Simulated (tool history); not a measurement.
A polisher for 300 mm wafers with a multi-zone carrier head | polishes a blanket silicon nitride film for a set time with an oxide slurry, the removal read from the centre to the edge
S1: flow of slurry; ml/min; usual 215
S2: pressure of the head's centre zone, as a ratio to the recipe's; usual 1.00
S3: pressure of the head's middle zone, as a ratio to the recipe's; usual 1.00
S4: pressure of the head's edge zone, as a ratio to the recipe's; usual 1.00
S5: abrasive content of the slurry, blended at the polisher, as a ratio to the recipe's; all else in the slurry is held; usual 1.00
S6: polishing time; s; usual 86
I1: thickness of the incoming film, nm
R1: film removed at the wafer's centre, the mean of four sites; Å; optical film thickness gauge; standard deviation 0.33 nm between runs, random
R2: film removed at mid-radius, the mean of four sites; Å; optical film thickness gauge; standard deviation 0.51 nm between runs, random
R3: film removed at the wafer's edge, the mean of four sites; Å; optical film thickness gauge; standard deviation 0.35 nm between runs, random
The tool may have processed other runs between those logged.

run    hour   S1    S2    S3    S4    S5   S6     I1   R1   R2   R3
  1     0.0  215  1.00  1.00  1.00  1.00   86  592.2  399  401  394
  2    91.8  215  1.00  1.00  1.00  1.00   86  587.5  393  400  397
      170.4  -- edge zone pressure recalibrated
  3   192.8  215  1.00  1.00  1.00  1.00   86  590.1  399  397  397
  4   237.4  215  1.00  1.00  1.00  1.00   86  592.9  396  392  401
      254.8  -- worn pad replaced by a new one
  5   323.9  215  1.00  1.00  1.00  1.00   86  588.0  387  395  402
      370.0  -- slurry nozzle cleaned
      405.8  -- centre zone pressure recalibrated
  6   409.4  215  1.00  1.00  1.00  0.80  114  586.1  483  486  485
  7   514.3  150  1.00  1.00  0.95  0.90  111  596.6  466  469  455
  8   659.0  285  0.95  1.00  0.89  0.80   86  596.5  356  370  354
      715.4  -- edge zone pressure recalibrated
  9   752.8  145  1.00  1.00  1.00  1.00   86  591.8  363  369  380
 10   816.3  265  1.11  1.00  1.00  1.00   66  593.5  351  314  313
      883.0  -- carrier head's membrane replaced by a new one
      896.8  -- worn pad replaced by a new one
 11   939.4  215  1.00  1.00  1.00  1.00   86  583.7  389  400  400
 12   985.4  215  1.00  1.07  0.96  0.90   78  578.6  341  363  338
     1025.6  -- centre zone pressure recalibrated
 13  1055.0  215  0.90  1.00  1.07  1.20  105  592.4  483  520  542
     1063.6  -- slurry nozzle cleaned
 14  1100.1  215  1.00  1.00  1.00  1.00   86  577.5  406  402  395
 15  1193.6  215  1.05  1.00  1.04  1.00  102  596.7  505  469  489
 16  1284.7  215  0.91  1.11  1.00  1.20   63  589.9  285  339  315
 17  1357.7  250  1.00  1.00  1.00  1.00   86  593.2  411  406  406
     1410.2  -- edge zone pressure recalibrated
 18  1419.0  240  1.05  1.10  1.11  1.00   86  579.6  426  441  422
 19  1476.8  215  0.90  0.92  1.00  0.75   76  589.7  282  294  312
 20  1544.1  215  1.00  1.00  1.00  1.00   86  588.2  396  404  398

Below, some changes in R1 between adjacent runs. For each, the amount present without the hidden state too (settings, incoming material, random variation) and the amount remaining for the hidden state with gauge scatter not shared by both compared results:
The hidden state here: removal rate lost through wear of the pad, %; slurry flow missing at the pad, %; deviation of the centre zone's pressure from its setpoint, %; deviation of the edge zone's pressure from its setpoint, %.
Run 5 -> 6: S5 1.00 -> 0.80, S6 86 -> 114, slurry nozzle cleaned, centre zone pressure recalibrated. R1 +96 Å: hidden state +13, all else +83.
Run 12 -> 13: S2 1.00 -> 0.90, S3 1.07 -> 1.00, S4 0.96 -> 1.07, S5 0.90 -> 1.20, S6 78 -> 105, centre zone pressure recalibrated. R1 +142 Å: hidden state +13, all else +129.
Run 15 -> 16: S2 1.05 -> 0.91, S3 1.00 -> 1.11, S4 1.04 -> 1.00, S5 1.00 -> 1.20, S6 102 -> 63. R1 -220 Å: hidden state +0, all else -220.
Run 18 -> 19: S1 240 -> 215, S2 1.05 -> 0.90, S3 1.10 -> 0.92, S4 1.11 -> 1.00, S5 1.00 -> 0.75, S6 86 -> 76. R1 -144 Å: hidden state +1, all else -145.
